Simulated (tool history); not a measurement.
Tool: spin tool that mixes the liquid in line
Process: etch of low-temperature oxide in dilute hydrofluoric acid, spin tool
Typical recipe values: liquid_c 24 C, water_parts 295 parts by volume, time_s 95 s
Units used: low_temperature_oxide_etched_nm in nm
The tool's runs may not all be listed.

| run | hour | liquid_c | water_parts | time_s | wafers since the last listed run | hours since the thermometer was replaced | hours since the hydrofluoric acid flow meter was replaced | hours since the gauge calibration | read-back film thickness of the low-temperature oxide reference wafer, read on the same gauge (nm) | low_temperature_oxide_etched_nm |
|---|---|---|---|---|---|---|---|---|---|---|
| 1 | 0 | 24 | 250 | 95 | 0 | 2231.6 | 835.5 | 264.6 | 138.18 | 11.32 |
| 2 | 47.8 | 24 | 250 | 95 | 485 | 2279.4 | 883.3 | 312.4 | 137.91 | 11.19 |
| 3 | 100.2 | 24 | 250 | 95 | 532 | 2331.8 | 935.7 | 364.8 | 137.61 | 11.12 |
| 4 | 154.6 | 24 | 225 | 65 | 552 | 2386.2 | 990.1 | 419.2 | 137.3 | 8.71 |
| 5 | 185.8 | 22 | 415 | 95 | 317 | 2417.4 | 1021.3 | 450.4 | 137.13 | 5.35 |
|  | 215.5 | hydrofluoric acid flow meter replaced |
| 6 | 247.7 | 22 | 415 | 95 | 618 | 2479.3 | 32.2 | 512.3 | 136.83 | 5.39 |
| 7 | 283.4 | 22 | 415 | 95 | 362 | 2515 | 67.9 | 548 | 136.66 | 5.41 |
| 8 | 307.8 | 24 | 295 | 95 | 247 | 2539.4 | 92.3 | 572.4 | 136.56 | 8.99 |
| 9 | 357.6 | 28 | 440 | 135 | 505 | 2589.2 | 142.1 | 622.2 | 136.34 | 8.46 |
| 10 | 421.5 | 24 | 295 | 95 | 649 | 2653.1 | 206 | 686.1 | 136.07 | 8.94 |
| 11 | 451.3 | 24 | 295 | 95 | 302 | 2682.9 | 235.8 | 715.9 | 135.99 | 9.06 |
|  | 486 | thermometer replaced |
| 12 | 580.8 | 27.5 | 295 | 95 | 1305 | 94.8 | 365.3 | 845.4 | 135.5 | 10.11 |
| 13 | 626.2 | 24 | 255 | 40 | 461 | 140.2 | 410.7 | 890.8 | 135.34 | 4.5 |
| 14 | 674.5 | 24 | 445 | 95 | 490 | 188.5 | 459 | 939.1 | 135.2 | 5.13 |
| 15 | 717 | 24 | 150 | 110 | 431 | 231 | 501.5 | 981.6 | 135.1 | 23.54 |
| 16 | 772.7 | 24 | 295 | 95 | 565 | 286.7 | 557.2 | 1037.3 | 134.93 | 8.93 |
| 17 | 818.8 | 27 | 225 | 95 | 468 | 332.8 | 603.3 | 1083.4 | 134.8 | 13.93 |
| 18 | 858.6 | 25.5 | 205 | 130 | 404 | 372.6 | 643.1 | 1123.2 | 134.67 | 20.32 |
| 19 | 891.5 | 22 | 415 | 95 | 334 | 405.5 | 676 | 1156.1 | 134.61 | 5.28 |
| 20 | 943.9 | 19.5 | 295 | 95 | 532 | 457.9 | 728.4 | 1208.5 | 134.5 | 7.6 |
| 21 | 969.3 | 28 | 345 | 95 | 258 | 483.3 | 753.8 | 1233.9 | 134.44 | 8.22 |
| 22 | 999.4 | 24 | 295 | 95 | 305 | 513.4 | 783.9 | 1264 | 134.36 | 8.83 |
| 23 | 1060.4 | 20.5 | 295 | 75 | 619 | 574.4 | 844.9 | 1325 | 134.25 | 6.16 |
| 24 | 1116.9 | 22.5 | 295 | 95 | 574 | 630.9 | 901.4 | 1381.5 | 134.14 | 8.38 |
| 25 | 1172.6 | 21.5 | 295 | 95 | 565 | 686.6 | 957.1 | 1437.2 | 134.03 | 8.11 |
| 26 | 1198.8 | 24 | 295 | 145 | 266 | 712.8 | 983.3 | 1463.4 | 133.97 | 13.51 |
|  | 1210.3 | hydrofluoric acid flow meter replaced |
| 27 | 1226.7 | 22 | 295 | 70 | 273 | 740.7 | 16.4 | 1491.3 | 133.94 | 6.06 |
| 28 | 1279.7 | 27.5 | 295 | 145 | 538 | 793.7 | 69.4 | 1544.3 | 133.85 | 15.1 |
| 29 | 1326 | 21 | 385 | 75 | 470 | 840 | 115.7 | 1590.6 | 133.76 | 4.42 |
| 30 | 1354.4 | 24 | 150 | 120 | 288 | 868.4 | 144.1 | 1619 | 133.71 | 25.42 |
| 31 | 1420.3 | 21 | 295 | 95 | 669 | 934.3 | 210 | 1684.9 | 133.64 | 7.89 |

Predict each of these 5 candidate next runs independently; none follows another, all start after run 31:
| A | 1420.7 | 24 | 295 | 95 | 4 | 934.7 | 210.4 | 1685.3 | ? | ? |
| B | 1420.7 | 27 | 370 | 135 | 4 | 934.7 | 210.4 | 1685.3 | ? | ? |
| C | 1420.7 | 24 | 295 | 110 | 4 | 934.7 | 210.4 | 1685.3 | ? | ? |
| D | 1420.7 | 27.5 | 225 | 60 | 4 | 934.7 | 210.4 | 1685.3 | ? | ? |
| E | 1420.7 | 24 | 335 | 95 | 4 | 934.7 | 210.4 | 1685.3 | ? | ? |

| run | read-back film thickness of the low-temperature oxide reference wafer, read on the same gauge (nm) | low_temperature_oxide_etched_nm |
|---|---|---|
| A | 133.63 | 8.81 |
| B | 133.63 | 10.26 |
| C | 133.63 | 10.2 |
| D | 133.63 | 8.87 |
| E | 133.63 | 7.47 |
With no hidden state in the tool, these same runs would have given:
| run | low_temperature_oxide_etched_nm |
|---|---|
| A | 9.23 |
| B | 10.75 |
| C | 10.69 |
| D | 9.29 |
| E | 7.82 |

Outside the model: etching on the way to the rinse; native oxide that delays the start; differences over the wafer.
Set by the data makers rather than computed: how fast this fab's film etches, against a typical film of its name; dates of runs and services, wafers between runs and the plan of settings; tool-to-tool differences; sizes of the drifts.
